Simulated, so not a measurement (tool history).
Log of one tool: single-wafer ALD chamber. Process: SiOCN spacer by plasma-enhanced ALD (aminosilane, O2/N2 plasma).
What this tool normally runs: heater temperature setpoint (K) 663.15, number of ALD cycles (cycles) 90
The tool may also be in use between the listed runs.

run	hour	heater temperature setpoint (K)	number of ALD cycles (cycles)	read-back reference wafer on the same gauge, thickness_nm	mean film thickness on the monitor wafer (angstrom)
1	0	655.15	90	5.678	50.87
2	17.5	655.15	90	5.682	51.12
3	29.3	663.15	90	5.677	51.21
4	36.5	663.15	90	5.68	50.97
5	49.4	663.15	103	5.683	58.55
6	60.4	663.15	90	5.68	51.11
7	67.1	663.15	90	5.686	50.99
# hour 75.3: gauge calibrated
8	84.1	671.15	74	5.673	42.08
9	101.4	652.15	85	5.685	48.21
# hour 123.5: thermocouple changed; heater temperature recalibrated
10	124	663.15	90	5.68	51.23
11	128.4	670.15	74	5.677	41.94
12	142.5	678.15	81	5.687	45.26
13	159	653.15	83	5.681	47.21
14	170.6	658.15	90	5.682	50.98

What was the tool's hidden state at every run in the log?
wafer temperature above the value expected at the setpoint (K): 0, the same for each run
gauge reads high (%): 0, the same for each run

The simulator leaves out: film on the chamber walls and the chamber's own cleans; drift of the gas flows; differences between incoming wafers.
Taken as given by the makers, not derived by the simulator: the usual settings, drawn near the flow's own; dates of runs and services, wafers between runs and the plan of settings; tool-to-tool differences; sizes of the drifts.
